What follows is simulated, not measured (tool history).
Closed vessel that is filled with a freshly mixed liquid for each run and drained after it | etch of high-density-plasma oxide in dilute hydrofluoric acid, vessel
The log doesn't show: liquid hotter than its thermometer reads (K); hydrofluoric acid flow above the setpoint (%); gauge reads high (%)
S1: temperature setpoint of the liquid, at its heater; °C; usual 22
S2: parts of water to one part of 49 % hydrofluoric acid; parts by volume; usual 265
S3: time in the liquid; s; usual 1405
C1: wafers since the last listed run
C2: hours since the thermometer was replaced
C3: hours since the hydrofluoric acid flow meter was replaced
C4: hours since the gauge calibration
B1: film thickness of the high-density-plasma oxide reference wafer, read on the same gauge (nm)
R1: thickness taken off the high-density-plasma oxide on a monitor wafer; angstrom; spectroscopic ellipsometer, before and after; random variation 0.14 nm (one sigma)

run	hour	S1	S2	S3	C1	C2	C3	C4	B1	R1
1	0	22	165	1915	0	556.2	1138.4	46.7	79.99	622.3
2	44.1	22	265	1405	1754	600.3	1182.5	90.8	80.05	261.6
3	107.2	22	265	1405	2511	663.4	1245.6	153.9	80.01	261.9
4	169.5	22	265	1405	2479	725.7	1307.9	216.2	80.02	265.7
5	220.5	22	265	1405	2029	776.7	1358.9	267.2	79.99	266.8
6	249.4	22	295	1955	1150	805.6	1387.8	296.1	79.99	320.9
7	285.2	22	295	1955	1424	841.4	1423.6	331.9	80.02	325.8
8	344.1	20.5	265	1405	2343	900.3	1482.5	390.8	79.99	254.9
9	396.3	20.5	265	1405	2077	952.5	1534.7	443	80.01	256.1
# hour 452.2: gauge calibrated
10	463.5	26	325	2000	2674	1019.7	1601.9	11.3	80.01	341.2
# hour 479.5: thermometer replaced
11	504.7	20	180	1405	1599	25.2	1643.1	52.5	79.93	379.3
# hour 520.2: hydrofluoric acid flow meter replaced
12	563.5	22	390	875	2300	84	43.3	111.3	80.02	88.5
13	621.5	22	265	1405	2308	142	101.3	169.3	80.03	237.5
14	674.3	22	165	810	2101	194.8	154.1	222.1	79.99	243.2
15	734.1	17.5	265	1405	2379	254.6	213.9	281.9	80.02	203.6
16	793.5	17	265	1405	2363	314	273.3	341.3	80	200.5
17	841.4	27	265	1405	1906	361.9	321.2	389.2	80.06	290.7
18	891.6	25	265	820	1997	412.1	371.4	439.4	80	158.2
19	927.9	22	265	1405	1444	448.4	407.7	475.7	80.05	244.8

How the hidden state differs across the entries between the runs, from the last listed run before each to the first after it:
Between runs 9 and 10: gauge calibrated (hour 452.2)
  liquid hotter than its thermometer reads (K): 1.46 -> 1.55; hydrofluoric acid flow above the setpoint (%): 8.53 -> 8.89
  measured less the result without the state, R1: +36.9 -> +51.5 angstrom
Between runs 10 and 11: thermometer replaced (hour 479.5)
  liquid hotter than its thermometer reads (K): 1.55 -> 0.111; hydrofluoric acid flow above the setpoint (%): 8.89 -> 9.11
  measured less the result without the state, R1: +51.5 -> +38.4 angstrom
Between runs 11 and 12: hydrofluoric acid flow meter replaced (hour 520.2)
  liquid hotter than its thermometer reads (K): 0.111 -> 0.192; hydrofluoric acid flow above the setpoint (%): 9.11 -> 0.59
  measured less the result without the state, R1: +38.4 -> +1.2 angstrom
